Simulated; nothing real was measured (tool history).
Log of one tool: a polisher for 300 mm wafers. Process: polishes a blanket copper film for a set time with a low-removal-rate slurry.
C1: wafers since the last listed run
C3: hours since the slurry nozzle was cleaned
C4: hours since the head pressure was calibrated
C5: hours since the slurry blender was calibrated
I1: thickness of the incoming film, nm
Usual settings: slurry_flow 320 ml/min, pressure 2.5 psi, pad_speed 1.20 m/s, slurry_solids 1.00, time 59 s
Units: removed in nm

run 1 hour=0.0 | slurry_flow=320 pressure=2.5 pad_speed=1.20 slurry_solids=1.00 time=59 | C1=0 wafers_polished_on_this_pad=461 C3=528.4 C4=301.0 C5=290.3 | I1=850.0 | removed=190.9
run 2 hour=30.5 | slurry_flow=320 pressure=1.9 pad_speed=1.20 slurry_solids=1.15 time=59 | C1=185 wafers_polished_on_this_pad=646 C3=558.9 C4=331.5 C5=320.8 | I1=851.6 | removed=147.9
run 3 hour=64.8 | slurry_flow=320 pressure=1.9 pad_speed=1.20 slurry_solids=1.15 time=59 | C1=208 wafers_polished_on_this_pad=854 C3=593.2 C4=365.8 C5=355.1 | I1=863.1 | removed=146.6
-- hour=88.5 head pressure recalibrated
-- hour=101.2 slurry blender recalibrated
run 4 hour=116.1 | slurry_flow=320 pressure=1.9 pad_speed=1.20 slurry_solids=1.15 time=59 | C1=287 wafers_polished_on_this_pad=1141 C3=644.5 C4=27.6 C5=14.9 | I1=851.5 | removed=155.0
run 5 hour=143.8 | slurry_flow=320 pressure=2.5 pad_speed=1.20 slurry_solids=1.00 time=67 | C1=168 wafers_polished_on_this_pad=1310 C3=672.2 C4=55.3 C5=42.6 | I1=845.4 | removed=222.2
run 6 hour=177.6 | slurry_flow=320 pressure=2.5 pad_speed=1.20 slurry_solids=1.00 time=67 | C1=205 wafers_polished_on_this_pad=1515 C3=706.0 C4=89.1 C5=76.4 | I1=850.4 | removed=219.8
run 7 hour=221.6 | slurry_flow=320 pressure=2.5 pad_speed=1.20 slurry_solids=1.00 time=59 | C1=267 wafers_polished_on_this_pad=1782 C3=750.0 C4=133.1 C5=120.4 | I1=856.7 | removed=196.0
-- hour=231.7 worn pad replaced by a new one
-- hour=243.7 slurry nozzle cleaned
run 8 hour=273.8 | slurry_flow=320 pressure=2.5 pad_speed=1.20 slurry_solids=1.00 time=59 | C1=286 wafers_polished_on_this_pad=249 C3=30.1 C4=185.3 C5=172.6 | I1=859.3 | removed=199.2
run 9 hour=332.8 | slurry_flow=320 pressure=2.5 pad_speed=1.20 slurry_solids=1.00 time=59 | C1=358 wafers_polished_on_this_pad=607 C3=89.1 C4=244.3 C5=231.6 | I1=862.2 | removed=198.2
run 10 hour=361.3 | slurry_flow=320 pressure=2.5 pad_speed=1.06 slurry_solids=0.80 time=59 | C1=172 wafers_polished_on_this_pad=780 C3=117.6 C4=272.8 C5=260.1 | I1=852.2 | removed=168.7
run 11 hour=410.6 | slurry_flow=320 pressure=2.5 pad_speed=1.06 slurry_solids=0.80 time=59 | C1=299 wafers_polished_on_this_pad=1079 C3=166.9 C4=322.1 C5=309.4 | I1=861.6 | removed=170.6
-- hour=431.5 slurry blender recalibrated
run 12 hour=445.9 | slurry_flow=320 pressure=2.5 pad_speed=1.20 slurry_solids=1.00 time=59 | C1=202 wafers_polished_on_this_pad=1281 C3=202.2 C4=357.4 C5=14.4 | I1=864.0 | removed=192.8
run 13 hour=486.2 | slurry_flow=320 pressure=1.7 pad_speed=1.06 slurry_solids=1.00 time=40 | C1=244 wafers_polished_on_this_pad=1526 C3=242.5 C4=397.7 C5=54.7 | I1=858.7 | removed=79.3
-- hour=538.4 head pressure recalibrated
run 14 hour=553.5 | slurry_flow=320 pressure=2.5 pad_speed=1.20 slurry_solids=1.00 time=59 | C1=396 wafers_polished_on_this_pad=1922 C3=309.8 C4=15.1 C5=122.0 | I1=853.7 | removed=203.7
-- hour=561.4 worn pad replaced by a new one
run 15 hour=595.9 | slurry_flow=320 pressure=2.5 pad_speed=1.60 slurry_solids=1.00 time=44 | C1=233 wafers_polished_on_this_pad=209 C3=352.2 C4=57.5 C5=164.4 | I1=862.4 | removed=193.4
run 16 hour=648.5 | slurry_flow=320 pressure=2.5 pad_speed=1.44 slurry_solids=0.90 time=43 | C1=319 wafers_polished_on_this_pad=528 C3=404.8 C4=110.1 C5=217.0 | I1=865.8 | removed=165.3
run 17 hour=705.9 | slurry_flow=320 pressure=2.5 pad_speed=1.20 slurry_solids=1.00 time=59 | C1=348 wafers_polished_on_this_pad=876 C3=462.2 C4=167.5 C5=274.4 | I1=867.1 | removed=192.1
run 18 hour=730.8 | slurry_flow=320 pressure=2.5 pad_speed=0.84 slurry_solids=1.00 time=69 | C1=151 wafers_polished_on_this_pad=1027 C3=487.1 C4=192.4 C5=299.3 | I1=847.3 | removed=166.8
-- hour=775.9 slurry blender recalibrated
run 19 hour=779.7 | slurry_flow=320 pressure=2.5 pad_speed=1.44 slurry_solids=1.00 time=59 | C1=284 wafers_polished_on_this_pad=1312 C3=536.0 C4=241.3 C5=3.8 | I1=874.4 | removed=220.7
run 20 hour=824.1 | slurry_flow=225 pressure=2.5 pad_speed=1.20 slurry_solids=0.85 time=59 | C1=269 wafers_polished_on_this_pad=1581 C3=580.4 C4=285.7 C5=48.2 | I1=854.7 | removed=173.3
run 21 hour=858.2 | slurry_flow=280 pressure=2.5 pad_speed=1.20 slurry_solids=0.75 time=59 | C1=206 wafers_polished_on_this_pad=1788 C3=614.5 C4=319.8 C5=82.3 | I1=857.8 | removed=174.8
run 22 hour=894.1 | slurry_flow=320 pressure=2.5 pad_speed=1.20 slurry_solids=1.00 time=59 | C1=217 wafers_polished_on_this_pad=2006 C3=650.4 C4=355.7 C5=118.2 | I1=876.0 | removed=187.2
-- hour=945.9 worn pad replaced by a new one
run 23 hour=958.4 | slurry_flow=320 pressure=2.5 pad_speed=1.20 slurry_solids=1.00 time=59 | C1=365 wafers_polished_on_this_pad=75 C3=714.7 C4=420.0 C5=182.5 | I1=855.2 | removed=181.9

The next listed run, before its measurement:
-- hour=968.0 head pressure recalibrated
run 24 hour=996.2 | slurry_flow=320 pressure=2.5 pad_speed=0.90 slurry_solids=1.20 time=50 | C1=217 wafers_polished_on_this_pad=293 C3=752.5 C4=28.2 C5=220.3 | I1=855.3 | removed=?

removed: 130.6 nm
Without the tool's hidden state the same run would have given removed 136.8 nm.

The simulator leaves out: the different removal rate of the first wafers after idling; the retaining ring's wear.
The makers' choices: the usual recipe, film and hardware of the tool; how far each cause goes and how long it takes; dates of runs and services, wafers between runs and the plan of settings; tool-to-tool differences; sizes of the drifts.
